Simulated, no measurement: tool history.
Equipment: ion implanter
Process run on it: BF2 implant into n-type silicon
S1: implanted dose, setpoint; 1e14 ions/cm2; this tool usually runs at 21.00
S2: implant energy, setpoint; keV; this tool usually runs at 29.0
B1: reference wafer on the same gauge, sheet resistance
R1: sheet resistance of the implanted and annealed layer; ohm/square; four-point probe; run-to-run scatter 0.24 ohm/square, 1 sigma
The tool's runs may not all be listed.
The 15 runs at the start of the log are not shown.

run    hour     S1    S2     B1      R1
      955.0  -- gauge calibrated
 16   976.2  21.00  29.0  91.97  105.88
 17  1021.3  24.47  37.0  92.04   93.11
     1035.6  -- extraction supply calibrated
 18  1109.0  25.98  35.0  91.99   96.66
 19  1144.4  18.64  29.0  92.03  109.22
 20  1208.3  18.42  32.0  92.00  105.56
 21  1258.3  21.00  29.0  92.02  107.38
 22  1309.2  25.51  34.5  92.02   97.29
 23  1367.7  21.00  29.0  92.00  106.88
 24  1399.9  18.64  29.0  92.00  109.07
 25  1463.2  21.00  21.5  92.04  119.49
     1489.5  -- Faraday cup replaced and dose calibrated
 26  1517.4  24.51  25.0  92.02  111.44
 27  1542.9  26.41  19.0  92.00  121.58
 28  1598.2  21.00  29.0  92.02  107.12

Expected results for the next run?
 29  1654.5  24.34  29.0   ?   ?

{"run 29": {"B1": 92.02, "R1": 105.36}}
Without the tool's hidden state the same run would have given R1 105.32 ohm/square.

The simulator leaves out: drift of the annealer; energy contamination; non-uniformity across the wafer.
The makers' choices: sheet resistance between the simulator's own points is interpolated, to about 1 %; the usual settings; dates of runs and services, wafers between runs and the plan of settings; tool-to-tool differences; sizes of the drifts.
